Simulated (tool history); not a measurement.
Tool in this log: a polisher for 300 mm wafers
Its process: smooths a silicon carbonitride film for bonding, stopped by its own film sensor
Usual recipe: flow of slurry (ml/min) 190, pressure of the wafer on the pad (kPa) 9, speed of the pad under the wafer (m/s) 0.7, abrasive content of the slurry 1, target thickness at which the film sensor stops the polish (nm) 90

run   hour  flow of slurry (ml/min)  pressure of the wafer on the pad (kPa)  speed of the pad under the wafer (m/s)  abrasive content of the slurry  target thickness at which the film sensor stops the polish (nm)  incoming thickness of the incoming film, nm  time until the film sensor stopped the polish (s)
  1      0                      190                                       9                                     0.7                             1.1                                                               89                                         98.8                                               84.3
  2   27.1                      190                                       9                                     0.7                             1.1                                                               89                                        100.6                                               98.6
  3     59                      165                                       9                                     0.7                               1                                                               90                                         98.6                                               81.3
      80.5  -- slurry blender recalibrated
  4  103.3                      190                                       9                                     0.7                               1                                                               90                                         97.9                                               75.9
     121.8  -- worn pad replaced by a new one
  5  140.7                      190                                       9                                     0.7                               1                                                               90                                         99.7                                               84.1
  6  191.6                      190                                       9                                     0.7                               1                                                               90                                         98.7                                               76.4
  7  225.8                      145                                       9                                     0.7                               1                                                               90                                        100.1                                               98.3
  8  258.1                      145                                       9                                     0.7                               1                                                               90                                        100.6                                              106.9
     265.4  -- worn pad replaced by a new one
       271  -- head pressure recalibrated
  9  290.9                      145                                       9                                     0.7                               1                                                               90                                        100.7                                              101.7
 10  359.4                      190                                       9                                     0.7                               1                                                               90                                        100.8                                               97.7

What will run 11 give?
 11  402.5                      190                                       9                                     0.7                               1                                                               90                                        100.1                                                  ?

Run 11 gave time until the film sensor stopped the polish (s) 100.9.
Were there no unlogged condition in the tool, this run, its random variation unchanged, would have produced time until the film sensor stopped the polish (s) 92.2.

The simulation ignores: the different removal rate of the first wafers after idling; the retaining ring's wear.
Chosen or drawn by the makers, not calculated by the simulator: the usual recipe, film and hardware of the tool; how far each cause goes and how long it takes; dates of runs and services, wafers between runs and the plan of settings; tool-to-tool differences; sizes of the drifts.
